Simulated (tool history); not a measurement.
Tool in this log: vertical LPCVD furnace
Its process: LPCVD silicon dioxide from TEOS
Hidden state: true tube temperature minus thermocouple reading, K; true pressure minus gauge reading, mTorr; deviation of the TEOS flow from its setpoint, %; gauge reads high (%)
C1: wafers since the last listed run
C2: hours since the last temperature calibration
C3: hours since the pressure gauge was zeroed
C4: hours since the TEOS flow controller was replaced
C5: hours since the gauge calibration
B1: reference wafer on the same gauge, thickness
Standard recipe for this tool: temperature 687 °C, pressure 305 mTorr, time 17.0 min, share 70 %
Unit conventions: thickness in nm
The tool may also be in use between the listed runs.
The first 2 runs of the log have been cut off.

Run 3, hour 37.4: usual settings; C1 83; C2 2782.3; C3 4.6; C4 68.4; C5 49.4; B1 98.82. Result: thickness 91.56 nm.
Run 4, hour 41.5: usual settings; C1 83; C2 2786.4; C3 8.7; C4 72.5; C5 53.5; B1 98.92. Result: thickness 91.96 nm.
Run 5, hour 47.0: usual settings; C1 111; C2 2791.9; C3 14.2; C4 78.0; C5 59.0; B1 98.84. Result: thickness 91.80 nm.
Run 6, hour 53.8: usual settings; C1 137; C2 2798.7; C3 21.0; C4 84.8; C5 65.8; B1 98.90. Result: thickness 91.85 nm.
Run 7, hour 60.0: usual settings; C1 125; C2 2804.9; C3 27.2; C4 91.0; C5 72.0; B1 98.93. Result: thickness 91.83 nm.
Run 8, hour 71.2: usual settings but pressure 280 mTorr, time 20.0 min, share 57 %; C1 227; C2 2816.1; C3 38.4; C4 102.2; C5 83.2; B1 98.98. Result: thickness 93.45 nm.
Run 9, hour 82.3: usual settings but temperature 679 °C, pressure 375 mTorr; C1 225; C2 2827.2; C3 49.5; C4 113.3; C5 94.3; B1 98.94. Result: thickness 84.05 nm.
Run 10, hour 95.5: usual settings; C1 267; C2 2840.4; C3 62.7; C4 126.5; C5 107.5; B1 98.85. Result: thickness 91.84 nm.
At hour 131.4: thermocouples replaced and temperature profile calibrated.
Run 11, hour 131.9: usual settings but pressure 275 mTorr, time 20.0 min; C1 251; C2 0.5; C3 99.1; C4 162.9; C5 143.9; B1 98.86. Result: thickness 102.09 nm.
Run 12, hour 135.9: usual settings but temperature 680 °C, pressure 345 mTorr, share 75 %; C1 81; C2 4.5; C3 103.1; C4 166.9; C5 147.9; B1 98.90. Result: thickness 85.54 nm.
Run 13, hour 140.0: usual settings but time 20.5 min; C1 83; C2 8.6; C3 107.2; C4 171.0; C5 152.0; B1 98.89. Result: thickness 111.32 nm.
Run 14, hour 144.1: usual settings; C1 83; C2 12.7; C3 111.3; C4 175.1; C5 156.1; B1 98.93. Result: thickness 91.82 nm.
Run 15, hour 159.6: usual settings; C1 314; C2 28.2; C3 126.8; C4 190.6; C5 171.6; B1 98.87. Result: thickness 91.68 nm.
Run 16, hour 175.7: usual settings; C1 326; C2 44.3; C3 142.9; C4 206.7; C5 187.7; B1 98.85. Result: thickness 91.57 nm.
Run 17, hour 188.0: usual settings but temperature 696 °C, pressure 380 mTorr, time 22.0 min, share 77 %; C1 249; C2 56.6; C3 155.2; C4 219.0; C5 200.0; B1 98.95. Result: thickness 172.17 nm.
Run 18, hour 199.4: usual settings but share 57 %; C1 231; C2 68.0; C3 166.6; C4 230.4; C5 211.4; B1 98.82. Result: thickness 82.87 nm.
Run 19, hour 215.6: usual settings but time 14.5 min; C1 328; C2 84.2; C3 182.8; C4 246.6; C5 227.6; B1 98.87. Result: thickness 78.56 nm.
Run 20, hour 225.1: usual settings; C1 192; C2 93.7; C3 192.3; C4 256.1; C5 237.1; B1 98.92. Result: thickness 91.97 nm.
Run 21, hour 242.7: usual settings but temperature 694 °C, time 11.5 min, share 64 %; C1 357; C2 111.3; C3 209.9; C4 273.7; C5 254.7; B1 98.84. Result: thickness 70.20 nm.
Run 22, hour 258.3: usual settings but temperature 691 °C, time 12.0 min; C1 316; C2 126.9; C3 225.5; C4 289.3; C5 270.3; B1 98.95. Result: thickness 71.39 nm.
Run 23, hour 274.1: usual settings but pressure 240 mTorr, share 56 %; C1 320; C2 142.7; C3 241.3; C4 305.1; C5 286.1; B1 98.87. Result: thickness 72.67 nm.
Run 24, hour 284.5: usual settings but temperature 696 °C, time 10.5 min, share 64 %; C1 211; C2 153.1; C3 251.7; C4 315.5; C5 296.5; B1 98.88. Result: thickness 67.05 nm.
Run 25, hour 331.0: usual settings but pressure 330 mTorr; C1 943; C2 199.6; C3 298.2; C4 362.0; C5 343.0; B1 98.91. Result: thickness 95.47 nm.
Run 26, hour 338.8: usual settings but pressure 240 mTorr, time 20.5 min; C1 158; C2 207.4; C3 306.0; C4 369.8; C5 350.8; B1 98.84. Result: thickness 98.24 nm.

The next listed run, before its measurement:
Run 27, hour 360.4: usual settings but pressure 260 mTorr; C1 438; C2 229.0; C3 327.6; C4 391.4; C5 372.4; B1 ?. Result: thickness ?.

B1: 98.90
thickness: 84.63 nm
Were there no unlogged condition in the tool, this run, its random variation unchanged, would have produced thickness 84.63 nm.
